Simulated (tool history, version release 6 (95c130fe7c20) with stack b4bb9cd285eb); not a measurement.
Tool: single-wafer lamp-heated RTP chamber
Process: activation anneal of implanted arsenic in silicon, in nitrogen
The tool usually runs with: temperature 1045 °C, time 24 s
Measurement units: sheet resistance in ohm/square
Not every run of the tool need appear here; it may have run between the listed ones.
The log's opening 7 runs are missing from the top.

run,day,temperature,time,wafers since the last listed run,wafers since the last pyrometer calibration,wafers since the reflector plate was cleaned,hours since the gauge calibration,"read-back reference wafer on the same gauge, sheet resistance",sheet resistance
8,17.762,1045,33,994,7858,8501,955.6,73.7,80.86
# day 19.604: reflector plate cleaned
9,21.788,1045,33,1758,9617,1040,1052.2,73.67,82.7
# day 23.167: pyrometer window cleaned and pyrometer calibrated
10,24.817,1045,24,1283,785,2324,1124.9,73.63,87.14
11,26.942,1045,24,1012,1797,3336,1175.9,73.54,86.73
12,29.783,1045,24,1353,3151,4689,1244.1,73.58,85.85
# day 31.621: gauge calibrated
13,33.229,1045,24,1641,4792,6331,38.6,73.56,85.58
14,36.4,1045,24,1510,6302,7841,114.7,73.6,84.51
# day 37.988: reflector plate cleaned
15,40.696,1045,24,1887,8189,1289,217.8,73.57,86.2
# day 41.842: pyrometer window cleaned and pyrometer calibrated
16,44.571,1056,20,1686,1299,2976,310.8,73.53,85.72
17,48.679,1017,20,1956,3256,4932,409.4,73.54,96.46
# day 55.654: reflector plate cleaned
# day 61.275: pyrometer window cleaned and pyrometer calibrated
18,61.296,1074,24,5691,9,2527,712.2,73.61,79.91
19,63.254,1045,24,932,941,3460,759.2,73.56,86.96
20,66.988,1070,24,1778,2719,5238,848.8,73.72,79.17
21,70.783,1045,24,1807,4527,7046,939.9,73.72,85.42
22,75.229,1065,13,2117,6645,9164,1046.6,73.7,85.99
# day 76.779: reflector plate cleaned
# day 77.658: gauge calibrated
23,78.012,1071,10,1166,7812,586,8.5,73.56,89.45
24,79.883,1060,24,891,8703,1477,53.4,73.64,82.55
# day 81.892: pyrometer window cleaned and pyrometer calibrated
25,82.746,1073,24,1204,406,2682,122.1,73.62,79.79
26,84.562,1017,20,865,1271,3547,165.7,73.59,97.11
27,86.475,1031,29,910,2182,4458,211.6,73.6,87.91
28,88.542,1045,16,984,3166,5442,261.2,73.6,90.8
29,96.546,1069,19,3812,6979,9255,453.3,73.61,80.35
# day 98.383: reflector plate cleaned
30,98.404,1045,24,726,7705,9,497.9,73.61,86.5

Forecast each of these 5 alternatives for the next run:
A,98.421,1045,24,7,7713,17,498.3,?,?
B,98.421,1057,32,7,7713,17,498.3,?,?
C,98.421,1017,15,7,7713,17,498.3,?,?
D,98.421,1024,12,7,7713,17,498.3,?,?
E,98.421,1026,31,7,7713,17,498.3,?,?

run,"read-back reference wafer on the same gauge, sheet resistance",sheet resistance
A,73.64,86.15
B,73.64,79.86
C,73.64,99.22
D,73.64,99.52
E,73.64,88.76
Without the tool's unlogged condition, the same runs would have read:
run,sheet resistance
A,87.53
B,81.09
C,100.58
D,100.86
E,90.25

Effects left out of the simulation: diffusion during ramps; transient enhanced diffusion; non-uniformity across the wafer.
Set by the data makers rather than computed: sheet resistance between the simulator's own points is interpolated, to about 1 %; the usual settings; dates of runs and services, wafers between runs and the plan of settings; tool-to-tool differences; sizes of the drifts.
